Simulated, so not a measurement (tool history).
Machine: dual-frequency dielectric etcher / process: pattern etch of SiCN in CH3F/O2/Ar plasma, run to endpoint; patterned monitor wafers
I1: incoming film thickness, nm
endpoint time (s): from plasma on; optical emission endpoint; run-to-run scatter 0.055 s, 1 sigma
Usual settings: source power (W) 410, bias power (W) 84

{"run": 1, "hour": 0.0, "source power (W)": 410, "bias power (W)": 80, "I1": 6.7, "endpoint time (s)": 17.3}
{"run": 2, "hour": 61.9, "source power (W)": 410, "bias power (W)": 80, "I1": 6.66, "endpoint time (s)": 17}
{"run": 3, "hour": 111.7, "source power (W)": 410, "bias power (W)": 80, "I1": 6.68, "endpoint time (s)": 17.1}
{"run": 4, "hour": 149.6, "source power (W)": 470, "bias power (W)": 100, "I1": 6.69, "endpoint time (s)": 15.2}
{"run": 5, "hour": 216.8, "source power (W)": 470, "bias power (W)": 100, "I1": 6.7, "endpoint time (s)": 15.3}
{"hour": 294.6, "done": "wet clean of the chamber"}
{"run": 6, "hour": 295.1, "source power (W)": 410, "bias power (W)": 84, "I1": 6.72, "endpoint time (s)": 17}
{"run": 7, "hour": 392.5, "source power (W)": 410, "bias power (W)": 84, "I1": 6.78, "endpoint time (s)": 17.1}
{"run": 8, "hour": 446.6, "source power (W)": 410, "bias power (W)": 84, "I1": 6.68, "endpoint time (s)": 16.9}
{"run": 9, "hour": 506.3, "source power (W)": 410, "bias power (W)": 84, "I1": 6.72, "endpoint time (s)": 16.9}
{"run": 10, "hour": 559.1, "source power (W)": 410, "bias power (W)": 92, "I1": 6.72, "endpoint time (s)": 16.5}
{"run": 11, "hour": 610.9, "source power (W)": 410, "bias power (W)": 92, "I1": 6.74, "endpoint time (s)": 16.5}
{"hour": 660.7, "done": "wet clean of the chamber"}
{"run": 12, "hour": 698.0, "source power (W)": 340, "bias power (W)": 84, "I1": 6.65, "endpoint time (s)": 17.9}
{"run": 13, "hour": 795.8, "source power (W)": 410, "bias power (W)": 94, "I1": 6.74, "endpoint time (s)": 16.3}
{"run": 14, "hour": 880.9, "source power (W)": 410, "bias power (W)": 94, "I1": 6.7, "endpoint time (s)": 16.3}
{"run": 15, "hour": 956.6, "source power (W)": 410, "bias power (W)": 69, "I1": 6.73, "endpoint time (s)": 18.2}
{"run": 16, "hour": 1024.9, "source power (W)": 410, "bias power (W)": 69, "I1": 6.6, "endpoint time (s)": 17.8}
{"hour": 1051.7, "done": "wet clean of the chamber"}
{"hour": 1071.3, "done": "upper electrode replaced"}
{"run": 17, "hour": 1093.3, "source power (W)": 330, "bias power (W)": 84, "I1": 6.72, "endpoint time (s)": 18.2}
{"run": 18, "hour": 1185.2, "source power (W)": 440, "bias power (W)": 77, "I1": 6.68, "endpoint time (s)": 17}
{"run": 19, "hour": 1292.4, "source power (W)": 410, "bias power (W)": 84, "I1": 6.7, "endpoint time (s)": 17}
{"run": 20, "hour": 1349.4, "source power (W)": 320, "bias power (W)": 68, "I1": 6.68, "endpoint time (s)": 19.7}
{"run": 21, "hour": 1418.8, "source power (W)": 410, "bias power (W)": 84, "I1": 6.64, "endpoint time (s)": 16.8}
{"hour": 1456.2, "done": "source power generator calibrated"}
{"run": 22, "hour": 1463.7, "source power (W)": 410, "bias power (W)": 92, "I1": 6.69, "endpoint time (s)": 16.1}
{"hour": 1497.8, "done": "bias power generator calibrated"}
{"hour": 1543.7, "done": "wet clean of the chamber"}
{"run": 23, "hour": 1550.9, "source power (W)": 460, "bias power (W)": 64, "I1": 6.74, "endpoint time (s)": 17.7}
{"run": 24, "hour": 1591.0, "source power (W)": 410, "bias power (W)": 75, "I1": 6.66, "endpoint time (s)": 17.4}
{"run": 25, "hour": 1664.8, "source power (W)": 460, "bias power (W)": 90, "I1": 6.73, "endpoint time (s)": 15.8}
{"run": 26, "hour": 1703.5, "source power (W)": 380, "bias power (W)": 65, "I1": 6.73, "endpoint time (s)": 18.8}
{"run": 27, "hour": 1763.5, "source power (W)": 410, "bias power (W)": 90, "I1": 6.77, "endpoint time (s)": 16.6}
{"run": 28, "hour": 1826.2, "source power (W)": 460, "bias power (W)": 99, "I1": 6.69, "endpoint time (s)": 15.3}
{"hour": 1980.6, "done": "wet clean of the chamber"}
{"run": 29, "hour": 1981.1, "source power (W)": 410, "bias power (W)": 72, "I1": 6.69, "endpoint time (s)": 17.6}
{"run": 30, "hour": 2006.1, "source power (W)": 470, "bias power (W)": 70, "I1": 6.73, "endpoint time (s)": 17.3}
{"run": 31, "hour": 2080.3, "source power (W)": 450, "bias power (W)": 93, "I1": 6.75, "endpoint time (s)": 15.9}
{"run": 32, "hour": 2145.4, "source power (W)": 450, "bias power (W)": 72, "I1": 6.66, "endpoint time (s)": 17.1}

Give the tool's hidden conditions for every run:
etch rate over this chamber's usual, %: 0 at every run
H1: source power that arrives over what is set, %
H2: bias power that arrives over what is set, %
run=1 H1=-1.75 H2=0.691
run=2 H1=-1.91 H2=0.786
run=3 H1=-2.04 H2=0.865
run=4 H1=-2.13 H2=0.926
run=5 H1=-2.31 H2=1.04
run=6 H1=-2.51 H2=1.18
run=7 H1=-2.76 H2=1.36
run=8 H1=-2.9 H2=1.46
run=9 H1=-3.05 H2=1.58
run=10 H1=-3.18 H2=1.69
run=11 H1=-3.32 H2=1.8
run=12 H1=-3.54 H2=1.99
run=13 H1=-3.79 H2=2.21
run=14 H1=-4.01 H2=2.41
run=15 H1=-4.2 H2=2.59
run=16 H1=-4.38 H2=2.77
run=17 H1=-4.55 H2=2.94
run=18 H1=-4.79 H2=3.19
run=19 H1=-5.06 H2=3.48
run=20 H1=-5.21 H2=3.65
run=21 H1=-5.39 H2=3.85
run=22 H1=0.647 H2=3.98
run=23 H1=0.424 H2=0.942
run=24 H1=0.321 H2=0.945
run=25 H1=0.132 H2=0.955
run=26 H1=0.0327 H2=0.962
run=27 H1=-0.121 H2=0.977
run=28 H1=-0.282 H2=0.996
run=29 H1=-0.679 H2=1.06
run=30 H1=-0.743 H2=1.07
run=31 H1=-0.933 H2=1.11
run=32 H1=-1.1 H2=1.16
